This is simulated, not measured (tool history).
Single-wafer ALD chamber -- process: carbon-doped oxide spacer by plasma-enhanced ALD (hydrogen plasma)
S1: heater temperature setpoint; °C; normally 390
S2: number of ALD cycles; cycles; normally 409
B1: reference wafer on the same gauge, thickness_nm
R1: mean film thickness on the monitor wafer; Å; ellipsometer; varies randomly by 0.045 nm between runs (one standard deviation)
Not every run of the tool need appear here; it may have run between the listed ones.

Run 1, hour 0.0: usual settings but S2 368 cycles; B1 17.076. Result: R1 161.69 Å.
Run 2, hour 8.9: usual settings but S2 433 cycles; B1 17.083. Result: R1 190.67 Å.
Run 3, hour 23.7: usual settings but S2 433 cycles; B1 17.085. Result: R1 190.47 Å.
Run 4, hour 29.9: usual settings but S1 397 °C; B1 17.081. Result: R1 179.65 Å.
Run 5, hour 36.1: usual settings but S1 397 °C; B1 17.077. Result: R1 179.81 Å.
Run 6, hour 48.9: usual settings but S1 397 °C; B1 17.056. Result: R1 179.63 Å.
Run 7, hour 60.7: usual settings; B1 17.067. Result: R1 180.15 Å.
Run 8, hour 78.3: usual settings but S1 383 °C, S2 450 cycles; B1 17.059. Result: R1 196.76 Å.
Run 9, hour 91.8: usual settings but S1 383 °C, S2 450 cycles; B1 17.049. Result: R1 197.26 Å.
Run 10, hour 107.7: usual settings; B1 17.040. Result: R1 179.98 Å.
Run 11, hour 119.9: usual settings; B1 17.031. Result: R1 179.26 Å.
Run 12, hour 134.2: usual settings but S2 375 cycles; B1 17.034. Result: R1 164.46 Å.
Run 13, hour 149.3: usual settings but S2 375 cycles; B1 17.029. Result: R1 163.77 Å.
Run 14, hour 165.5: usual settings but S2 464 cycles; B1 17.010. Result: R1 203.25 Å.
Run 15, hour 183.2: usual settings; B1 17.011. Result: R1 179.75 Å.
Run 16, hour 191.2: usual settings; B1 17.008. Result: R1 179.46 Å.
Run 17, hour 207.5: usual settings but S1 400 °C; B1 17.007. Result: R1 179.69 Å.
Run 18, hour 239.8: usual settings but S1 400 °C; B1 16.983. Result: R1 179.45 Å.
Run 19, hour 250.5: usual settings; B1 16.984. Result: R1 179.05 Å.
Run 20, hour 257.5: usual settings; B1 16.984. Result: R1 179.52 Å.
Run 21, hour 264.2: usual settings; B1 16.983. Result: R1 179.26 Å.
Run 22, hour 315.3: usual settings; B1 16.955. Result: R1 178.59 Å.
Run 23, hour 332.7: usual settings; B1 16.948. Result: R1 177.65 Å.
Run 24, hour 345.9: usual settings but S1 384 °C, S2 479 cycles; B1 16.939. Result: R1 209.84 Å.
Run 25, hour 355.0: usual settings but S1 380 °C, S2 352 cycles; B1 16.950. Result: R1 153.42 Å.
Run 26, hour 367.5: usual settings but S1 400 °C; B1 16.927. Result: R1 178.62 Å.
Run 27, hour 377.7: usual settings but S2 471 cycles; B1 16.930. Result: R1 205.76 Å.
At hour 384.7: gauge calibrated.
Run 28, hour 395.2: usual settings but S1 384 °C, S2 454 cycles; B1 17.099. Result: R1 199.69 Å.
At hour 406.3: thermocouple changed; heater temperature recalibrated.
Run 29, hour 406.8: usual settings but S1 402 °C, S2 443 cycles; B1 17.098. Result: R1 195.26 Å.
Run 30, hour 416.2: usual settings but S1 385 °C, S2 355 cycles; B1 17.096. Result: R1 156.39 Å.
Run 31, hour 424.5: usual settings but S1 381 °C, S2 433 cycles; B1 17.092. Result: R1 189.68 Å.
Run 32, hour 454.7: usual settings but S1 376 °C, S2 372 cycles; B1 17.082. Result: R1 163.67 Å.
Run 33, hour 467.5: usual settings but S1 394 °C; B1 17.065. Result: R1 179.34 Å.
Run 34, hour 494.1: usual settings but S1 384 °C; B1 17.055. Result: R1 179.75 Å.
Run 35, hour 503.6: usual settings but S1 386 °C, S2 350 cycles; B1 17.048. Result: R1 152.78 Å.
Run 36, hour 510.1: usual settings; B1 17.043. Result: R1 180.41 Å.
Run 37, hour 519.7: usual settings but S1 397 °C, S2 382 cycles; B1 17.043. Result: R1 167.62 Å.
Run 38, hour 532.2: usual settings but S1 376 °C; B1 17.046. Result: R1 179.29 Å.
Run 39, hour 538.8: usual settings; B1 17.044. Result: R1 178.96 Å.
Run 40, hour 550.2: usual settings but S2 386 cycles; B1 17.037. Result: R1 169.72 Å.
Run 41, hour 564.9: usual settings but S1 394 °C; B1 17.036. Result: R1 179.26 Å.

Run 42 is up next; what results do you expect?
Run 42, hour 571.4: usual settings but S2 490 cycles; B1 ?. Result: R1 ?.

Run 42 gave B1 17.031, R1 214.55 Å.
The same run, on a tool lacking any hidden state, would have yielded R1 215.48 Å.
